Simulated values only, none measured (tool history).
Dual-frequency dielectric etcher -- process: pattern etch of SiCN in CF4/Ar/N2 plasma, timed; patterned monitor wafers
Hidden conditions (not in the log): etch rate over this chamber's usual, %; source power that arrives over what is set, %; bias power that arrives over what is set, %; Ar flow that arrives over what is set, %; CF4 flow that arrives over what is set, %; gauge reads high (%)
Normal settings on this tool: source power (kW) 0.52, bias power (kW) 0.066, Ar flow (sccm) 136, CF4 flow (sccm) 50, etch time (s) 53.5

| run | hour | source power (kW) | bias power (kW) | Ar flow (sccm) | CF4 flow (sccm) | etch time (s) | wafers since the last listed run | hours since the last wet clean | hours since the last source power generator calibration | hours since the last bias power generator calibration | hours since the last Ar flow controller change | hours since the last CF4 flow controller change | hours since the last upper electrode change | hours since the gauge calibration | read-back reference wafer on the same gauge, depth_nm | mean etch depth across the wafer (angstrom) |
|---|---|---|---|---|---|---|---|---|---|---|---|---|---|---|---|---|
| 1 | 0 | 0.52 | 0.066 | 136 | 50 | 53.5 | 0 | 377 | 2462.6 | 3351.8 | 4273.2 | 3217.1 | 2125.8 | 3.5 | 52.11 | 454.2 |
| 2 | 9.1 | 0.52 | 0.066 | 115 | 50 | 53.5 | 131 | 386.1 | 2471.7 | 3360.9 | 4282.3 | 3226.2 | 2134.9 | 12.6 | 52.15 | 466.6 |
| 3 | 18.2 | 0.52 | 0.066 | 136 | 50 | 53.5 | 131 | 395.2 | 2480.8 | 3370 | 4291.4 | 3235.3 | 2144 | 21.7 | 52.11 | 455.2 |
| 4 | 30.6 | 0.52 | 0.066 | 136 | 50 | 53.5 | 179 | 407.6 | 2493.2 | 3382.4 | 4303.8 | 3247.7 | 2156.4 | 34.1 | 52.08 | 451.9 |
| 5 | 40.8 | 0.52 | 0.066 | 136 | 50 | 53.5 | 147 | 417.8 | 2503.4 | 3392.6 | 4314 | 3257.9 | 2166.6 | 44.3 | 52.14 | 453.6 |
| 6 | 58.4 | 0.52 | 0.066 | 136 | 50 | 53.5 | 255 | 435.4 | 2521 | 3410.2 | 4331.6 | 3275.5 | 2184.2 | 61.9 | 52.05 | 454.7 |
| 7 | 67.9 | 0.52 | 0.066 | 136 | 50 | 53.5 | 137 | 444.9 | 2530.5 | 3419.7 | 4341.1 | 3285 | 2193.7 | 71.4 | 52.1 | 454 |
| 8 | 82 | 0.52 | 0.066 | 136 | 50 | 53.5 | 204 | 459 | 2544.6 | 3433.8 | 4355.2 | 3299.1 | 2207.8 | 85.5 | 52.12 | 457.4 |
|  | 88.6 | bias power generator calibrated |
|  | 103.4 | Ar flow controller replaced |
|  | 111 | wet clean of the chamber |
| 9 | 111.5 | 0.52 | 0.06 | 136 | 50 | 53.5 | 173 | 0.5 | 2574.1 | 22.9 | 8.1 | 3328.6 | 2237.3 | 115 | 52.1 | 450.8 |
| 10 | 111.8 | 0.52 | 0.066 | 136 | 50 | 53.5 | 4 | 0.8 | 2574.4 | 23.2 | 8.4 | 3328.9 | 2237.6 | 115.3 | 52.12 | 473.2 |
| 11 | 112.7 | 0.52 | 0.073 | 136 | 50 | 53.5 | 13 | 1.7 | 2575.3 | 24.1 | 9.3 | 3329.8 | 2238.5 | 116.2 | 52.11 | 484.3 |
|  | 122.8 | gauge calibrated |
|  | 124.5 | source power generator calibrated |
|  | 128.6 | CF4 flow controller replaced |
|  | 152.1 | wet clean of the chamber, repeated, since the last time left the tool worse |
|  | 158.5 | upper electrode replaced |
| 12 | 159 | 0.52 | 0.066 | 136 | 50 | 53.5 | 119 | 6.9 | 34.5 | 70.4 | 55.6 | 30.4 | 0.5 | 36.2 | 52.06 | 440.1 |
| 13 | 159.4 | 0.58 | 0.078 | 136 | 50 | 43 | 5 | 7.3 | 34.9 | 70.8 | 56 | 30.8 | 0.9 | 36.6 | 52.09 | 416.2 |
| 14 | 159.7 | 0.46 | 0.073 | 136 | 50 | 59.5 | 4 | 7.6 | 35.2 | 71.1 | 56.3 | 31.1 | 1.2 | 36.9 | 52.06 | 451.8 |
| 15 | 160 | 0.52 | 0.066 | 136 | 50 | 53.5 | 4 | 7.9 | 35.5 | 71.4 | 56.6 | 31.4 | 1.5 | 37.2 | 52.11 | 441.2 |
| 16 | 165.3 | 0.52 | 0.066 | 151 | 50 | 53.5 | 76 | 13.2 | 40.8 | 76.7 | 61.9 | 36.7 | 6.8 | 42.5 | 52.17 | 431.5 |
| 17 | 172.2 | 0.42 | 0.066 | 136 | 50 | 53.5 | 100 | 20.1 | 47.7 | 83.6 | 68.8 | 43.6 | 13.7 | 49.4 | 52.12 | 362.5 |
| 18 | 179.7 | 0.59 | 0.066 | 136 | 50 | 53.5 | 108 | 27.6 | 55.2 | 91.1 | 76.3 | 51.1 | 21.2 | 56.9 | 52.11 | 495.4 |
| 19 | 191.3 | 0.52 | 0.078 | 152 | 57 | 60.5 | 168 | 39.2 | 66.8 | 102.7 | 87.9 | 62.7 | 32.8 | 68.5 | 52.15 | 532.1 |
| 20 | 208.7 | 0.58 | 0.066 | 126 | 50 | 53.5 | 252 | 56.6 | 84.2 | 120.1 | 105.3 | 80.1 | 50.2 | 85.9 | 52.09 | 493.2 |

Predict each of these 5 candidate next runs independently; none follows another, all start after run 20:
| A | 209.1 | 0.52 | 0.066 | 136 | 50 | 53.5 | 5 | 57 | 84.6 | 120.5 | 105.7 | 80.5 | 50.6 | 86.3 | ? | ? |
| B | 209.1 | 0.52 | 0.061 | 119 | 50 | 53.5 | 5 | 57 | 84.6 | 120.5 | 105.7 | 80.5 | 50.6 | 86.3 | ? | ? |
| C | 209.1 | 0.52 | 0.066 | 136 | 60 | 43.5 | 5 | 57 | 84.6 | 120.5 | 105.7 | 80.5 | 50.6 | 86.3 | ? | ? |
| D | 209.1 | 0.52 | 0.077 | 150 | 61 | 47.5 | 5 | 57 | 84.6 | 120.5 | 105.7 | 80.5 | 50.6 | 86.3 | ? | ? |
| E | 209.1 | 0.48 | 0.066 | 136 | 50 | 53.5 | 5 | 57 | 84.6 | 120.5 | 105.7 | 80.5 | 50.6 | 86.3 | ? | ? |

| run | read-back reference wafer on the same gauge, depth_nm | mean etch depth across the wafer (angstrom) |
|---|---|---|
| A | 52.06 | 439.4 |
| B | 52.06 | 437.7 |
| C | 52.06 | 370.5 |
| D | 52.06 | 421.7 |
| E | 52.06 | 408.3 |
Without the tool's unlogged condition, the same runs would have read:
| run | mean etch depth across the wafer (angstrom) |
|---|---|
| A | 440 |
| B | 438.3 |
| C | 371 |
| D | 422.3 |
| E | 408.9 |

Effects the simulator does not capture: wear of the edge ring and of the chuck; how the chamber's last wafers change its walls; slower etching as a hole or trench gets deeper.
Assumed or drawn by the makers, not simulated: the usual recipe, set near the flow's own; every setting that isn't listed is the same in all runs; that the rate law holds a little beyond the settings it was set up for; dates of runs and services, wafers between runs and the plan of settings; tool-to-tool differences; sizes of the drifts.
